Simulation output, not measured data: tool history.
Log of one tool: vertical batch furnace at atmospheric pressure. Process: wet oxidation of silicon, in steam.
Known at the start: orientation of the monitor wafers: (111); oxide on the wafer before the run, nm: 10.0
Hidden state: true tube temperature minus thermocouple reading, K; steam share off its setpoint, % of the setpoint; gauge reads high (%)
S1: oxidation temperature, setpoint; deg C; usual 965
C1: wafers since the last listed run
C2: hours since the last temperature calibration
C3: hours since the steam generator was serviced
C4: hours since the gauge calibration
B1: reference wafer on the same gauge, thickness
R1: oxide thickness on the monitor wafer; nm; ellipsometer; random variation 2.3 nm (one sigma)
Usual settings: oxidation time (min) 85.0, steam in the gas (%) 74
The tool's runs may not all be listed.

run 1 hour=0.0 | S1=965 oxidation_time_(min)=85.0 steam_in_the_gas_(%)=68 | C1=0 C2=3881.9 C3=3760.6 C4=204.4 | B1=451.42 | R1=380.36
run 2 hour=18.8 | S1=965 oxidation_time_(min)=85.0 steam_in_the_gas_(%)=68 | C1=168 C2=3900.7 C3=3779.4 C4=223.2 | B1=450.43 | R1=381.06
run 3 hour=105.6 | S1=965 oxidation_time_(min)=85.0 steam_in_the_gas_(%)=74 | C1=778 C2=3987.5 C3=3866.2 C4=310.0 | B1=450.09 | R1=400.39
run 4 hour=124.9 | S1=965 oxidation_time_(min)=85.0 steam_in_the_gas_(%)=74 | C1=173 C2=4006.8 C3=3885.5 C4=329.3 | B1=451.70 | R1=399.57
run 5 hour=159.6 | S1=965 oxidation_time_(min)=85.0 steam_in_the_gas_(%)=74 | C1=311 C2=4041.5 C3=3920.2 C4=364.0 | B1=451.30 | R1=404.08
run 6 hour=185.5 | S1=965 oxidation_time_(min)=85.0 steam_in_the_gas_(%)=74 | C1=232 C2=4067.4 C3=3946.1 C4=389.9 | B1=450.84 | R1=405.72
run 7 hour=201.9 | S1=965 oxidation_time_(min)=85.0 steam_in_the_gas_(%)=74 | C1=147 C2=4083.8 C3=3962.5 C4=406.3 | B1=451.22 | R1=403.86
run 8 hour=218.9 | S1=965 oxidation_time_(min)=85.0 steam_in_the_gas_(%)=74 | C1=152 C2=4100.8 C3=3979.5 C4=423.3 | B1=451.44 | R1=401.91
run 9 hour=252.6 | S1=965 oxidation_time_(min)=85.0 steam_in_the_gas_(%)=74 | C1=302 C2=4134.5 C3=4013.2 C4=457.0 | B1=451.71 | R1=403.21
run 10 hour=285.4 | S1=965 oxidation_time_(min)=85.0 steam_in_the_gas_(%)=74 | C1=294 C2=4167.3 C3=4046.0 C4=489.8 | B1=450.78 | R1=399.80
run 11 hour=317.2 | S1=965 oxidation_time_(min)=85.0 steam_in_the_gas_(%)=74 | C1=285 C2=4199.1 C3=4077.8 C4=521.6 | B1=450.71 | R1=402.36
-- hour=322.5 gauge calibrated
run 12 hour=335.4 | S1=965 oxidation_time_(min)=85.0 steam_in_the_gas_(%)=74 | C1=163 C2=4217.3 C3=4096.0 C4=12.9 | B1=450.41 | R1=404.57
run 13 hour=366.8 | S1=965 oxidation_time_(min)=85.0 steam_in_the_gas_(%)=74 | C1=281 C2=4248.7 C3=4127.4 C4=44.3 | B1=451.81 | R1=399.66
run 14 hour=386.9 | S1=965 oxidation_time_(min)=76.0 steam_in_the_gas_(%)=74 | C1=180 C2=4268.8 C3=4147.5 C4=64.4 | B1=451.33 | R1=376.62
-- hour=431.8 thermocouples replaced and temperature profile calibrated
run 15 hour=432.3 | S1=988 oxidation_time_(min)=99.0 steam_in_the_gas_(%)=66 | C1=191 C2=0.5 C3=4192.9 C4=109.8 | B1=451.08 | R1=473.78
run 16 hour=450.6 | S1=955 oxidation_time_(min)=103.0 steam_in_the_gas_(%)=67 | C1=164 C2=18.8 C3=4211.2 C4=128.1 | B1=450.87 | R1=397.15
-- hour=504.6 steam generator serviced
run 17 hour=505.1 | S1=953 oxidation_time_(min)=116.5 steam_in_the_gas_(%)=80 | C1=273 C2=73.3 C3=0.5 C4=182.6 | B1=450.88 | R1=479.15
run 18 hour=510.8 | S1=965 oxidation_time_(min)=85.0 steam_in_the_gas_(%)=74 | C1=51 C2=79.0 C3=6.2 C4=188.3 | B1=451.46 | R1=404.12
run 19 hour=528.8 | S1=965 oxidation_time_(min)=49.0 steam_in_the_gas_(%)=74 | C1=161 C2=97.0 C3=24.2 C4=206.3 | B1=450.95 | R1=276.44
run 20 hour=555.3 | S1=965 oxidation_time_(min)=85.0 steam_in_the_gas_(%)=65 | C1=237 C2=123.5 C3=50.7 C4=232.8 | B1=451.05 | R1=367.80
run 21 hour=597.7 | S1=965 oxidation_time_(min)=126.0 steam_in_the_gas_(%)=69 | C1=380 C2=165.9 C3=93.1 C4=275.2 | B1=451.44 | R1=494.17
run 22 hour=631.4 | S1=941 oxidation_time_(min)=85.0 steam_in_the_gas_(%)=74 | C1=302 C2=199.6 C3=126.8 C4=308.9 | B1=451.50 | R1=340.35
run 23 hour=658.7 | S1=986 oxidation_time_(min)=85.0 steam_in_the_gas_(%)=74 | C1=244 C2=226.9 C3=154.1 C4=336.2 | B1=451.01 | R1=456.18
run 24 hour=680.2 | S1=988 oxidation_time_(min)=99.0 steam_in_the_gas_(%)=66 | C1=192 C2=248.4 C3=175.6 C4=357.7 | B1=450.81 | R1=472.12
run 25 hour=773.6 | S1=956 oxidation_time_(min)=61.5 steam_in_the_gas_(%)=71 | C1=837 C2=341.8 C3=269.0 C4=451.1 | B1=451.28 | R1=296.12
run 26 hour=805.8 | S1=965 oxidation_time_(min)=85.0 steam_in_the_gas_(%)=74 | C1=288 C2=374.0 C3=301.2 C4=483.3 | B1=451.01 | R1=397.64
run 27 hour=819.2 | S1=959 oxidation_time_(min)=101.0 steam_in_the_gas_(%)=86 | C1=120 C2=387.4 C3=314.6 C4=496.7 | B1=451.17 | R1=476.97
-- hour=832.1 gauge calibrated
run 28 hour=841.5 | S1=965 oxidation_time_(min)=110.5 steam_in_the_gas_(%)=74 | C1=200 C2=409.7 C3=336.9 C4=9.4 | B1=450.88 | R1=473.96
run 29 hour=870.7 | S1=976 oxidation_time_(min)=121.0 steam_in_the_gas_(%)=78 | C1=261 C2=438.9 C3=366.1 C4=38.6 | B1=450.44 | R1=557.95

3 ways to go on from here, each from the tool as it stands after run 29. What would each give?
run A hour=875.2 | S1=965 oxidation_time_(min)=85.0 steam_in_the_gas_(%)=74 | C1=40 C2=443.4 C3=370.6 C4=43.1 | B1=? | R1=?
run B hour=875.2 | S1=965 oxidation_time_(min)=85.0 steam_in_the_gas_(%)=84 | C1=40 C2=443.4 C3=370.6 C4=43.1 | B1=? | R1=?
run C hour=875.2 | S1=942 oxidation_time_(min)=45.0 steam_in_the_gas_(%)=83 | C1=40 C2=443.4 C3=370.6 C4=43.1 | B1=? | R1=?

run=A B1=450.67 R1=400.03
run=B B1=450.67 R1=434.34
run=C B1=450.67 R1=234.63
Without the tool's hidden state the same runs would have given:
run=A R1=400.03
run=B R1=434.34
run=C R1=234.63
